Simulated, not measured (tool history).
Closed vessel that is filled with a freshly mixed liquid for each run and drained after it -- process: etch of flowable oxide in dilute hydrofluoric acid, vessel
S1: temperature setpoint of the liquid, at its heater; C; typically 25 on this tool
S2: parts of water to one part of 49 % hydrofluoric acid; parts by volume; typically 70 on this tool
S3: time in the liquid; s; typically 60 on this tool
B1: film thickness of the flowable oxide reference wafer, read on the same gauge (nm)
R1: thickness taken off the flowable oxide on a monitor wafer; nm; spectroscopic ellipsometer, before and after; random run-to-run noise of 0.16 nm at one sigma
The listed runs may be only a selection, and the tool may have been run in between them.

run	hour	S1	S2	S3	B1	R1
1	0	22.5	70	60	120	20.31
2	50.5	25	70	60	120.03	22.54
# hour 82.1: hydrofluoric acid flow meter replaced
3	82.6	25	70	60	120.03	22.83
4	119.7	25	70	60	120	22.45
5	317.6	25	70	60	120	22.44
6	388.3	25	70	60	119.98	22.19
# hour 406.1: thermometer replaced
7	412.9	25	70	60	120.05	23.35
8	471.5	25	60	40	119.99	18.23
9	533.2	25	60	40	119.95	18.19
10	581	25	60	40	120.03	18.31
11	614.5	25	95	60	120.01	16.58
12	683.9	25	70	60	120.04	23.32
13	749.1	25	50	60	120.01	33.63
14	798.1	20.5	35	30	120.01	20.31
15	864.8	23	40	75	120	48.43
16	932.2	25	70	60	120.01	23.13
17	976.8	23	85	60	120.02	17.53
18	1004.4	25	100	30	120	7.81
# hour 1056.9: gauge calibrated
19	1073	25	40	50	119.99	34.98
20	1103.4	20	70	60	119.96	18.84
21	1133.9	25	70	60	120	23.37
22	1159.1	21	70	60	120	19.69
23	1223.5	23	50	50	119.98	25.21
24	1281.9	22.5	70	75	120.02	26.04
25	1334.4	25	55	50	119.98	24.76
26	1477.3	25	70	60	119.99	23.05
27	1533.6	27	100	40	119.97	11.06
28	1584.3	25	70	85	120	31.98
29	1636.8	21.5	70	45	120.04	14.95
30	1707.8	28	85	60	119.96	21.02
31	1749.6	20	35	85	119.99	54.65
32	1798.5	25	70	60	120.01	23.02
33	1870	25	70	60	119.99	22.85
34	1926.8	25	70	35	120.01	13.46

Forecast each of these 3 alternatives for the next run:
A	1927.5	25	70	60	?	?
B	1927.5	25	100	60	?	?
C	1927.5	25	70	80	?	?

run	B1	R1
A	119.99	22.71
B	119.99	15.3
C	119.99	30.29
Take away the tool's hidden state, keep each run's random variation, and the runs would have read:
run	R1
A	23.21
B	15.63
C	30.95

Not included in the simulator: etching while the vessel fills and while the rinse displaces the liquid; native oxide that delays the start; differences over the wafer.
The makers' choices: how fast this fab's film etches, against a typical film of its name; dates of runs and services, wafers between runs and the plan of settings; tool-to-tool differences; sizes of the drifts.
